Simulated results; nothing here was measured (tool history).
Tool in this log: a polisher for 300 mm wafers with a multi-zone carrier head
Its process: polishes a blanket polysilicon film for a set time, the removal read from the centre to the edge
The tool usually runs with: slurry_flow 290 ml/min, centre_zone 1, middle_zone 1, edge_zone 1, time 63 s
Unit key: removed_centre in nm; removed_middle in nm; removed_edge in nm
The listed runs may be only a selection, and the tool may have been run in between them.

run     day  slurry_flow  centre_zone  middle_zone  edge_zone  time  wafers since the last listed run  wafers polished on this pad  hours since the slurry nozzle was cleaned  hours since the centre zone pressure was calibrated  hours since the edge zone pressure was calibrated  hours since the carrier head's membrane was replaced  incoming thickness of the incoming film, nm  removed_centre  removed_middle  removed_edge
  1       0          290            1            1          1    48                                 0                         2827                                      129.5                                                  895                                              339.2                                                 388.3                                       1178.1           266.1           261.1         265.1
  2     2.5          290            1            1          1    63                               616                         3443                                      189.5                                                  955                                              399.2                                                 448.3                                       1192.6           350.2           345.5         348.9
      4.783  -- worn pad replaced by a new one
  3    5.45          355         0.94            1          1    80                               686                          164                                      260.3                                               1025.8                                                470                                                 519.1                                       1194.2           428.5           451.1         459.3
  4   6.842          260         0.97         0.91          1    76                               343                          507                                      293.7                                               1059.2                                              503.4                                                 552.5                                       1169.9           394.1             373         413.1
  5   8.138          365         0.93            1       1.11    63                               319                          827                                      324.8                                               1090.3                                              534.5                                                 583.6                                         1198           326.6           347.2         372.4
      9.192  -- centre zone pressure recalibrated
  6   9.712          290         1.06            1          1    63                               367                         1195                                      362.6                                                 12.5                                              572.3                                                 621.4                                       1189.6           347.9           341.3           339
  7  11.208          290            1            1          1    63                               368                         1564                                      398.5                                                 48.4                                              608.2                                                 657.3                                       1176.6           342.3           332.6         346.9
  8  12.612          290            1            1          1    63                               346                         1910                                      432.2                                                 82.1                                              641.9                                                   691                                       1194.8           328.8           331.3           335
  9  14.954          290            1            1          1    63                               577                         2487                                      488.4                                                138.3                                              698.1                                                 747.2                                         1170           329.8           333.1         339.7
 10  17.579          290            1            1          1    63                               647                         3134                                      551.4                                                201.3                                              761.1                                                 810.2                                       1201.3           320.9           322.1         330.6
       18.7  -- slurry nozzle cleaned
 11  20.117          290            1            1          1    63                               615                         3750                                         34                                                262.2                                                822                                                 871.1                                         1181           357.8           346.7         356.2
     20.521  -- edge zone pressure recalibrated
     21.279  -- worn pad replaced by a new one
     25.625  -- carrier head's membrane replaced by a new one
 12  26.904          290         1.04            1          1    63                              1560                         1335                                      196.9                                                425.1                                              153.2                                                  30.7                                       1186.2             362           351.7         342.7
 13  29.596          355            1            1       1.12    63                               663                         1999                                      261.5                                                489.7                                              217.8                                                  95.3                                       1193.5           356.8           356.5         374.3
 14  31.521          290            1         1.07          1    63                               474                         2473                                      307.7                                                535.9                                                264                                                 141.5                                       1197.1           343.7           365.7         346.6
 15  33.821          315         0.91         0.96          1    63                               567                         3041                                      362.9                                                591.1                                              319.2                                                 196.7                                       1176.8           320.4           324.4         344.3
 16  36.025          290            1            1        0.9    63                               543                         3584                                      415.8                                                  644                                              372.1                                                 249.6                                       1186.3           338.2           341.9         318.1
     37.308  -- worn pad replaced by a new one
 17  37.575          290            1            1          1    63                               341                           65                                        453                                                681.2                                              409.3                                                 286.8                                       1195.1           326.4             330         328.1
 18  39.738          290            1            1       1.05    51                               533                          598                                      504.9                                                733.1                                              461.2                                                 338.7                                         1187           264.9           267.9         269.9
     42.662  -- slurry nozzle cleaned
 19  42.683          255            1            1          1    63                               716                         1315                                        0.5                                                803.8                                              531.9                                                 409.4                                       1199.8           344.5           349.8         353.9
 20  43.817          290         1.09            1          1    63                               279                         1594                                       27.7                                                  831                                              559.1                                                 436.6                                       1196.8           390.4           354.7         354.3
 21  45.938          195         1.06            1       0.95    63                               522                         2117                                       78.6                                                881.9                                                610                                                 487.5                                       1183.7           346.3           328.8         324.4
 22  47.192          290            1            1          1    63                               309                         2426                                      108.7                                                  912                                              640.1                                                 517.6                                       1171.5           353.4           353.5           348

Branching from run 22: 4 alternative next runs. What would each branch give?
  A  47.208          290         0.96            1          1    63                                 4                         2430                                      109.1                                                912.4                                              640.5                                                   518                                       1184.2               ?               ?             ?
  B  47.208          290         0.95            1       0.88    63                                 4                         2430                                      109.1                                                912.4                                              640.5                                                   518                                       1184.2               ?               ?             ?
  C  47.208          290            1         1.12       0.93    63                                 4                         2430                                      109.1                                                912.4                                              640.5                                                   518                                       1184.2               ?               ?             ?
  D  47.208          290         1.07            1       1.11    82                                 4                         2430                                      109.1                                                912.4                                              640.5                                                   518                                       1184.2               ?               ?             ?

run  removed_centre  removed_middle  removed_edge
  A           342.8           354.1         356.6
  B           339.2           354.2         335.9
  C           357.5             390         343.9
  D           497.7           460.6         488.7
With the hidden condition removed and each run's random variation left untouched, the same runs would have given:
run  removed_centre  removed_middle  removed_edge
  A           349.9           360.7         361.6
  B           346.2           360.8         340.6
  C           364.9           397.2         348.8
  D             508           469.2         495.6
